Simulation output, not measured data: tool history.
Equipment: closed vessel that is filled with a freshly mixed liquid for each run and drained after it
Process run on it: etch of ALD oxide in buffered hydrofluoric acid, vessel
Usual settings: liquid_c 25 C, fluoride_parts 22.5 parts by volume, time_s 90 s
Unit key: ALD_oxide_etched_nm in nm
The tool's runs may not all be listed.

run     day  liquid_c  fluoride_parts  time_s  wafers since the last listed run  hours since the thermometer was replaced  hours since the hydrofluoric acid flow meter was replaced  hours since the gauge calibration  read-back film thickness of the ALD oxide reference wafer, read on the same gauge (nm)  ALD_oxide_etched_nm
  1       0        25              18      90                                 0                                    2700.8                                                     1135.4                               84.1                                                                                   59.97                60.41
  2   0.508        25              18      90                               962                                      2713                                                     1147.6                               96.3                                                                                   59.99                59.85
  3   1.958        25              18      90                              2745                                    2747.8                                                     1182.4                              131.1                                                                                   59.98                59.37
  4   5.908        21            22.5      90                              7479                                    2842.6                                                     1277.2                              225.9                                                                                   59.99                39.64
       6.85  -- thermometer replaced
  5   7.229        21            22.5      90                              2422                                       9.1                                                     1308.9                              257.6                                                                                   60.07                45.11
  6   8.471        25            22.5     120                              2351                                      38.9                                                     1338.7                              287.4                                                                                   59.98                74.44
      9.512  -- gauge calibrated
  7   9.962        25            22.5     120                              2824                                      74.7                                                     1374.5                               10.8                                                                                   60.04                   75
     10.729  -- hydrofluoric acid flow meter replaced
  8  11.946        25            22.5     120                              3676                                     122.3                                                       29.2                               58.4                                                                                   59.98                74.65
  9  12.833        25            22.5      90                              1680                                     143.6                                                       50.5                               79.7                                                                                   59.99                55.95
 10  14.258        30            22.5      90                              2698                                     177.8                                                       84.7                              113.9                                                                                   60.03                71.84
 11  15.254        25            22.5      90                              1885                                     201.7                                                      108.6                              137.8                                                                                   60.04                55.59
 12  16.617        25              19      50                              2579                                     234.4                                                      141.3                              170.5                                                                                   59.99                34.86

The next listed run, before its measurement:
 13  17.521      23.5              16     135                              1712                                     256.1                                                        163                              192.2                                                                                       ?                    ?

read-back film thickness of the ALD oxide reference wafer, read on the same gauge (nm): 59.98
ALD_oxide_etched_nm: 103.71 nm
Minus the tool's unlogged condition, the same run would have read ALD_oxide_etched_nm 106.48 nm.
